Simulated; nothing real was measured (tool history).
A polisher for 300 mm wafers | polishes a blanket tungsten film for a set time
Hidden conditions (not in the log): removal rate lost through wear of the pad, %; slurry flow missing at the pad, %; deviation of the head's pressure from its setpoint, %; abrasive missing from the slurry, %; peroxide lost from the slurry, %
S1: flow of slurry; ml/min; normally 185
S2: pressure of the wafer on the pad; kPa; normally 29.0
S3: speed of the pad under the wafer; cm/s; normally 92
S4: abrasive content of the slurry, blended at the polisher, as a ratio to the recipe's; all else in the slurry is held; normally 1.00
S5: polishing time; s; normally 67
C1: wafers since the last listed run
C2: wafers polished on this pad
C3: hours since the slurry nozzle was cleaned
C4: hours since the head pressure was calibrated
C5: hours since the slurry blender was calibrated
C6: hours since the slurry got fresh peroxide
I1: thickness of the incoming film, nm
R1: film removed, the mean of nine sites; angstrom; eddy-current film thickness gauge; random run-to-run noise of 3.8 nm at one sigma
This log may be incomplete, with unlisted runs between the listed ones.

run	day	S1	S2	S3	S4	S5	C1	C2	C3	C4	C5	C6	I1	R1
1	0.000	185	29.0	92	1.10	67	0	1738	907.2	773.8	409.6	259.1	1274.8	2805
2	1.050	185	29.0	92	1.00	67	169	1907	932.4	799.0	434.8	284.3	1241.8	2711
# day 1.438: slurry nozzle cleaned
3	3.296	185	29.0	92	1.00	67	354	2262	44.6	852.9	488.7	338.2	1270.6	2692
4	4.496	185	29.0	78	1.15	67	193	2455	73.4	881.7	517.5	367.0	1259.4	2440
# day 4.579: slurry tank refilled with fresh slurry and peroxide
# day 5.238: worn pad replaced by a new one
# day 5.600: slurry blender recalibrated
5	6.846	185	29.0	92	0.95	72	331	245	129.8	938.1	29.9	54.4	1284.6	2846
# day 9.008: head pressure recalibrated
6	9.700	185	29.0	66	0.90	67	446	691	198.3	16.6	98.4	122.9	1275.5	2061
7	12.333	185	29.0	66	0.90	67	424	1115	261.5	79.8	161.6	186.1	1247.7	1957
# day 14.417: slurry nozzle cleaned, repeated, since the last time left the tool worse
8	15.279	185	25.5	92	1.00	67	467	1583	20.7	150.5	232.3	256.8	1238.4	2485
# day 17.638: worn pad replaced by a new one
# day 17.879: slurry tank refilled with fresh slurry and peroxide
9	18.258	185	29.0	92	1.00	67	446	93	92.2	222.0	303.8	9.1	1284.9	2858
10	20.579	185	29.0	92	1.00	67	373	467	147.9	277.7	359.5	64.8	1283.1	2891
11	22.254	140	29.0	76	1.00	67	269	736	188.1	317.9	399.7	105.0	1244.7	2386
# day 24.162: slurry blender recalibrated
12	24.442	165	37.2	92	1.00	51	338	1075	240.6	370.4	6.7	157.5	1269.0	2704
13	26.962	185	29.0	92	1.00	67	405	1481	301.1	430.9	67.2	218.0	1282.4	2812
14	29.842	185	29.0	92	1.00	67	463	1945	370.2	500.0	136.3	287.1	1236.7	2720
# day 30.829: slurry tank refilled with fresh slurry and peroxide
15	31.742	185	29.0	92	1.00	73	299	2244	415.8	545.6	181.9	21.9	1240.2	3023
16	32.746	185	29.0	92	1.25	67	161	2406	439.9	569.7	206.0	46.0	1281.0	3025
# day 34.079: worn pad replaced by a new one
17	34.100	160	29.0	92	1.00	84	191	3	472.4	602.2	238.5	78.5	1260.0	3459
18	36.108	185	29.0	106	1.15	67	323	326	520.6	650.4	286.7	126.7	1239.5	3298
19	38.450	125	29.0	92	1.00	78	377	703	576.8	706.6	342.9	182.9	1253.3	3114
20	41.121	185	29.0	92	1.00	67	430	1133	640.9	770.7	407.0	247.0	1270.3	2839
21	42.204	185	29.0	74	0.85	67	174	1308	666.9	796.7	433.0	273.0	1261.6	2238
# day 43.212: slurry tank refilled with fresh slurry and peroxide
22	43.375	215	26.2	92	1.00	67	181	1489	695.0	824.8	461.1	3.9	1269.3	2571
# day 45.717: slurry nozzle cleaned
23	45.892	185	29.0	92	1.00	67	398	1888	4.2	885.2	521.5	64.3	1264.1	2844
# day 46.025: slurry blender recalibrated
24	48.862	220	22.1	92	1.00	67	464	2353	75.5	956.5	68.1	135.6	1279.1	2176
# day 50.246: worn pad replaced by a new one
25	50.483	185	29.0	92	0.85	67	234	38	114.4	995.4	107.0	174.5	1259.0	2699

Alternative continuations, all from the tool just after run 25; predict every row:
A	50.500	205	29.0	92	1.00	67	2	41	114.8	995.8	107.4	174.9	1262.6	?
B	50.500	185	29.0	92	1.00	50	2	41	114.8	995.8	107.4	174.9	1262.6	?
C	50.500	185	26.2	92	1.00	49	2	41	114.8	995.8	107.4	174.9	1262.6	?
D	50.500	185	29.0	92	0.75	67	2	41	114.8	995.8	107.4	174.9	1262.6	?
E	50.500	205	29.0	102	1.00	55	2	41	114.8	995.8	107.4	174.9	1262.6	?

run	R1
A	2819
B	2085
C	1849
D	2529
E	2506
Without the tool's hidden state the same runs would have given:
run	R1
A	2822
B	2087
C	1851
D	2531
E	2509

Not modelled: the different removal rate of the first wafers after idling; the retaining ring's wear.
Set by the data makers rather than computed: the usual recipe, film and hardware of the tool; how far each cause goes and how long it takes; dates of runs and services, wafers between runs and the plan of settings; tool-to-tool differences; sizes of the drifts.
